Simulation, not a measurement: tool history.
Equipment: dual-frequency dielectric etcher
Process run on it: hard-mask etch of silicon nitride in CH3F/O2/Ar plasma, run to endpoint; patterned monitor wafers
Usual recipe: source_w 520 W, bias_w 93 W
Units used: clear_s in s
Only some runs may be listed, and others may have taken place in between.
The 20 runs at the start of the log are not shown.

run	hour	source_w	bias_w	wafers since the last listed run	hours since the last wet clean	hours since the last source power generator calibration	hours since the last bias power generator calibration	hours since the last upper electrode change	incoming incoming film thickness, nm	clear_s
21	1004.4	590	75	508	83.2	1510.4	499.0	637.1	44.66	53.8
22	1075.9	620	75	910	154.7	1581.9	570.5	708.6	45.27	52.8
23	1132.4	610	73	719	211.2	1638.4	627.0	765.1	45.06	54.5
# hour 1184.5: source power generator calibrated
24	1196.8	480	93	769	275.6	12.3	691.4	829.5	44.96	52.2
25	1259.8	620	101	802	338.6	75.3	754.4	892.5	44.89	45.6
# hour 1304.2: wet clean of the chamber
26	1304.8	470	111	267	0.6	120.3	799.4	937.5	44.74	48.2
27	1341.8	470	93	471	37.6	157.3	836.4	974.5	44.67	52.6
28	1368.1	560	93	335	63.9	183.6	862.7	1000.8	45.17	49.7
29	1394.1	570	93	331	89.9	209.6	888.7	1026.8	45.55	49.6
30	1419.3	420	105	321	115.1	234.8	913.9	1052.0	45.81	53.0
31	1476.0	520	93	722	171.8	291.5	970.6	1108.7	45.13	51.4
32	1536.6	520	93	772	232.4	352.1	1031.2	1169.3	45.30	51.6
33	1594.4	600	93	736	290.2	409.9	1089.0	1227.1	45.32	47.8
# hour 1672.1: wet clean of the chamber
34	1672.6	580	85	690	0.5	488.1	1167.2	1305.3	45.14	51.2
35	1726.7	520	93	689	54.6	542.2	1221.3	1359.4	45.18	51.7

Consider 4 possible next runs. They are alternatives, not a sequence: every one starts from the tool as it was left by run 35. What does each give?
A	1727.1	520	82	5	55.0	542.6	1221.7	1359.8	45.25	?
B	1727.1	620	73	5	55.0	542.6	1221.7	1359.8	45.25	?
C	1727.1	520	106	5	55.0	542.6	1221.7	1359.8	45.25	?
D	1727.1	480	99	5	55.0	542.6	1221.7	1359.8	45.25	?

run	clear_s
A	54.0
B	53.4
C	47.3
D	50.6
With the hidden condition removed and each run's random variation left untouched, the same runs would have given:
run	clear_s
A	54.0
B	53.4
C	47.3
D	50.6
